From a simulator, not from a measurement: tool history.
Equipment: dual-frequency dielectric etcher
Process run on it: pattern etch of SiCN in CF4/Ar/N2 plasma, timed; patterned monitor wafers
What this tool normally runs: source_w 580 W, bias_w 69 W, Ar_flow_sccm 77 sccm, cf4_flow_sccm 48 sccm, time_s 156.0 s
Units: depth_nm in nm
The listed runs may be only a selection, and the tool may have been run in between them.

run	hour	source_w	bias_w	Ar_flow_sccm	cf4_flow_sccm	time_s	read-back reference wafer on the same gauge, depth_nm	depth_nm
1	0.0	580	69	77	48	156.0	195.0	188.4
2	36.2	580	69	77	48	130.5	194.6	156.8
3	97.0	580	69	77	48	130.5	194.1	158.0
# hour 129.4: wet clean of the chamber
4	143.9	580	69	77	52	156.0	195.3	180.7
5	249.5	640	69	77	48	156.0	194.8	188.6
6	342.7	580	69	77	48	156.0	194.8	181.3
# hour 345.8: gauge calibrated
# hour 357.2: bias power generator calibrated
# hour 380.6: upper electrode replaced
# hour 402.7: CF4 flow controller replaced
7	443.6	580	69	77	48	156.0	195.1	183.7
8	482.0	580	69	77	48	156.0	194.9	183.0
# hour 504.6: source power generator calibrated
9	564.6	580	58	77	48	125.5	194.8	137.3
10	645.9	580	75	77	48	156.0	195.2	193.6
# hour 709.3: Ar flow controller replaced
11	726.9	580	69	91	48	156.0	195.1	179.8
# hour 758.5: wet clean of the chamber
12	784.8	580	69	77	48	156.0	194.7	179.2
13	842.4	580	76	65	59	112.0	194.6	148.9
14	880.8	510	83	77	48	156.0	194.8	192.9
15	922.4	580	69	77	48	156.0	195.2	183.0
16	997.7	580	69	77	48	156.0	195.4	184.3
17	1042.0	580	69	77	48	140.0	194.4	164.6

Below, each run's measurement less what the same run would have read without the hidden state. Both values contain the same run-to-run variation, but the gauge's scatter may not be the same in both:
What the log doesn't record here: etch rate over this chamber's usual, %; source power that arrives over what is set, %; bias power that arrives over what is set, %; Ar flow that arrives over what is set, %; CF4 flow that arrives over what is set, %; gauge reads high (%).
run	depth_nm
1	+8.1
2	+7.1
3	+7.9
4	-0.3
5	+1.3
6	+2.7
7	+4.3
8	+4.8
9	+4.6
10	+7.6
11	+8.2
12	+2.1
13	+2.5
14	+3.9
15	+4.3
16	+5.5
17	+5.5
